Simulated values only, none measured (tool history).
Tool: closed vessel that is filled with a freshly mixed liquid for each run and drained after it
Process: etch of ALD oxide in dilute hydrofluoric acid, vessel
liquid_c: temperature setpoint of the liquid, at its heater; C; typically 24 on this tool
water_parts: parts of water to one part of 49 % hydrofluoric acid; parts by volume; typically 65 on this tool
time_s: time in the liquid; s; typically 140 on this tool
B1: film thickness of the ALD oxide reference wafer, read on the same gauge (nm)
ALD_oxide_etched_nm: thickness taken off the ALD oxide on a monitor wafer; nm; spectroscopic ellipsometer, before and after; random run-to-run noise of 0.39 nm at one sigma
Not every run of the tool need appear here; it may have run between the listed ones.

{"run": 1, "hour": 0.0, "liquid_c": 20.5, "water_parts": 80, "time_s": 140, "B1": 40.01, "ALD_oxide_etched_nm": 32.55}
{"run": 2, "hour": 12.4, "liquid_c": 24, "water_parts": 45, "time_s": 140, "B1": 39.97, "ALD_oxide_etched_nm": 70.47}
{"run": 3, "hour": 25.3, "liquid_c": 24, "water_parts": 45, "time_s": 140, "B1": 39.98, "ALD_oxide_etched_nm": 70.39}
{"run": 4, "hour": 37.4, "liquid_c": 24, "water_parts": 45, "time_s": 140, "B1": 39.99, "ALD_oxide_etched_nm": 69.83}
{"run": 5, "hour": 51.5, "liquid_c": 24, "water_parts": 65, "time_s": 140, "B1": 40.01, "ALD_oxide_etched_nm": 47.39}
{"run": 6, "hour": 68.4, "liquid_c": 24, "water_parts": 65, "time_s": 140, "B1": 40.03, "ALD_oxide_etched_nm": 48.21}
{"run": 7, "hour": 80.2, "liquid_c": 24, "water_parts": 65, "time_s": 140, "B1": 40, "ALD_oxide_etched_nm": 47.95}
{"run": 8, "hour": 95.7, "liquid_c": 24, "water_parts": 65, "time_s": 140, "B1": 39.99, "ALD_oxide_etched_nm": 47.98}
{"run": 9, "hour": 108.9, "liquid_c": 24, "water_parts": 65, "time_s": 140, "B1": 40, "ALD_oxide_etched_nm": 46.88}
{"run": 10, "hour": 117.2, "liquid_c": 24, "water_parts": 65, "time_s": 140, "B1": 39.94, "ALD_oxide_etched_nm": 47.98}
{"run": 11, "hour": 126.5, "liquid_c": 24, "water_parts": 65, "time_s": 140, "B1": 39.99, "ALD_oxide_etched_nm": 47.73}
{"run": 12, "hour": 138.2, "liquid_c": 22, "water_parts": 65, "time_s": 140, "B1": 39.96, "ALD_oxide_etched_nm": 43.95}
{"run": 13, "hour": 150.8, "liquid_c": 22, "water_parts": 65, "time_s": 140, "B1": 39.98, "ALD_oxide_etched_nm": 44.02}
{"run": 14, "hour": 159.3, "liquid_c": 21, "water_parts": 65, "time_s": 205, "B1": 40, "ALD_oxide_etched_nm": 61.94}
{"hour": 162.8, "done": "thermometer replaced"}
{"run": 15, "hour": 171.4, "liquid_c": 21, "water_parts": 65, "time_s": 205, "B1": 39.97, "ALD_oxide_etched_nm": 61.06}
{"run": 16, "hour": 184.8, "liquid_c": 19.5, "water_parts": 45, "time_s": 100, "B1": 40.05, "ALD_oxide_etched_nm": 40.93}
{"run": 17, "hour": 201.8, "liquid_c": 24, "water_parts": 65, "time_s": 140, "B1": 39.99, "ALD_oxide_etched_nm": 48.1}
{"run": 18, "hour": 208.3, "liquid_c": 26, "water_parts": 85, "time_s": 215, "B1": 39.99, "ALD_oxide_etched_nm": 60.02}
{"hour": 218.0, "done": "gauge calibrated"}
{"run": 19, "hour": 220.1, "liquid_c": 28, "water_parts": 65, "time_s": 140, "B1": 40.03, "ALD_oxide_etched_nm": 56.13}
{"run": 20, "hour": 234.4, "liquid_c": 24, "water_parts": 45, "time_s": 140, "B1": 39.99, "ALD_oxide_etched_nm": 69.79}

Estimate the outcome of run 21 from the log above:
{"run": 21, "hour": 241.1, "liquid_c": 24, "water_parts": 95, "time_s": 140, "B1": "?", "ALD_oxide_etched_nm": "?"}

For run 21 the tool returned B1 39.96, ALD_oxide_etched_nm 31.96 nm.
Were there no unlogged condition in the tool, this run, its random variation unchanged, would have produced ALD_oxide_etched_nm 28.03 nm.
